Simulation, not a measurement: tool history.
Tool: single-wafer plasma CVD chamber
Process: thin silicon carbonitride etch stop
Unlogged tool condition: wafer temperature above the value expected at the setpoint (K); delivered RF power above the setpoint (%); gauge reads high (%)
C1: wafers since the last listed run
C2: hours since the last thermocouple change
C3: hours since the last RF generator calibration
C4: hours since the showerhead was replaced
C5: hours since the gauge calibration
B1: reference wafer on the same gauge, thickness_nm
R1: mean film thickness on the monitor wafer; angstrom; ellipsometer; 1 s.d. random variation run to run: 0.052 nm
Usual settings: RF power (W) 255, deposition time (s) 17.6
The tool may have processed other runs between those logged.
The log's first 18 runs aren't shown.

Run 19, hour 487: usual settings but RF power (W) 230, deposition time (s) 15; C1 380; C2 202.4; C3 1703.2; C4 4475.7; C5 100.7; B1 11.607. Result: R1 80.1 angstrom.
Run 20, hour 500: usual settings; C1 173; C2 215.4; C3 1716.2; C4 4488.7; C5 113.7; B1 11.623. Result: R1 96.99 angstrom.
Run 21, hour 523.1: usual settings but deposition time (s) 15; C1 308; C2 238.5; C3 1739.3; C4 4511.8; C5 136.8; B1 11.602. Result: R1 83 angstrom.
At hour 558.8: showerhead replaced.
Run 22, hour 559.3: usual settings but RF power (W) 235, deposition time (s) 14.4; C1 376; C2 274.7; C3 1775.5; C4 0.5; C5 173; B1 11.595. Result: R1 77.63 angstrom.
Run 23, hour 564.6: usual settings but RF power (W) 285, deposition time (s) 20.4; C1 70; C2 280; C3 1780.8; C4 5.8; C5 178.3; B1 11.637. Result: R1 117.73 angstrom.
Run 24, hour 589.1: usual settings but RF power (W) 240, deposition time (s) 19.6; C1 327; C2 304.5; C3 1805.3; C4 30.3; C5 202.8; B1 11.637. Result: R1 107.28 angstrom.
At hour 607.9: RF generator calibrated.
Run 25, hour 608.4: usual settings but RF power (W) 235, deposition time (s) 15.5; C1 150; C2 323.8; C3 0.5; C4 49.6; C5 222.1; B1 11.651. Result: R1 83.58 angstrom.
Run 26, hour 631.6: usual settings but RF power (W) 290, deposition time (s) 19.3; C1 309; C2 347; C3 23.7; C4 72.8; C5 245.3; B1 11.621. Result: R1 112.51 angstrom.
Run 27, hour 665.5: usual settings but deposition time (s) 16.6; C1 452; C2 380.9; C3 57.6; C4 106.7; C5 279.2; B1 11.644. Result: R1 92.27 angstrom.
Run 28, hour 694.8: usual settings but RF power (W) 230, deposition time (s) 15.7; C1 391; C2 410.2; C3 86.9; C4 136; C5 308.5; B1 11.664. Result: R1 83.45 angstrom.
Run 29, hour 716.5: usual settings but RF power (W) 240; C1 289; C2 431.9; C3 108.6; C4 157.7; C5 330.2; B1 11.687. Result: R1 96.18 angstrom.
Run 30, hour 737: usual settings but RF power (W) 295, deposition time (s) 14.5; C1 273; C2 452.4; C3 129.1; C4 178.2; C5 350.7; B1 11.695. Result: R1 84.7 angstrom.
Run 31, hour 749.8: usual settings; C1 171; C2 465.2; C3 141.9; C4 191; C5 363.5; B1 11.695. Result: R1 96.97 angstrom.
Run 32, hour 786.4: usual settings but RF power (W) 245; C1 488; C2 501.8; C3 178.5; C4 227.6; C5 400.1; B1 11.715. Result: R1 96.1 angstrom.
Run 33, hour 803: usual settings but RF power (W) 290, deposition time (s) 18.8; C1 221; C2 518.4; C3 195.1; C4 244.2; C5 416.7; B1 11.748. Result: R1 110.02 angstrom.
Run 34, hour 832.6: usual settings but RF power (W) 285, deposition time (s) 14.7; C1 395; C2 548; C3 224.7; C4 273.8; C5 446.3; B1 11.742. Result: R1 86.2 angstrom.
Run 35, hour 862: usual settings but RF power (W) 205, deposition time (s) 18.9; C1 392; C2 577.4; C3 254.1; C4 303.2; C5 475.7; B1 11.785. Result: R1 99.38 angstrom.
Run 36, hour 894.3: usual settings but RF power (W) 220; C1 431; C2 609.7; C3 286.4; C4 335.5; C5 508; B1 11.801. Result: R1 93.69 angstrom.

Here are 4 independent what-if runs from the current tool condition. What would each one return?
Run A, hour 894.7: usual settings but deposition time (s) 15.4; C1 5; C2 610.1; C3 286.8; C4 335.9; C5 508.4; B1 ?. Result: R1 ?.
Run B, hour 894.7: usual settings but RF power (W) 235, deposition time (s) 14.6; C1 5; C2 610.1; C3 286.8; C4 335.9; C5 508.4; B1 ?. Result: R1 ?.
Run C, hour 894.7: usual settings but RF power (W) 285, deposition time (s) 21; C1 5; C2 610.1; C3 286.8; C4 335.9; C5 508.4; B1 ?. Result: R1 ?.
Run D, hour 894.7: usual settings but RF power (W) 230, deposition time (s) 20.5; C1 5; C2 610.1; C3 286.8; C4 335.9; C5 508.4; B1 ?. Result: R1 ?.

run      B1      R1
  A  11.813   87.06
  B  11.813   80.19
  C  11.813  123.39
  D  11.813  111.74
What these runs would have given with no unlogged condition in the tool:
run      R1
  A    85.4
  B   78.67
  C  121.04
  D  109.62
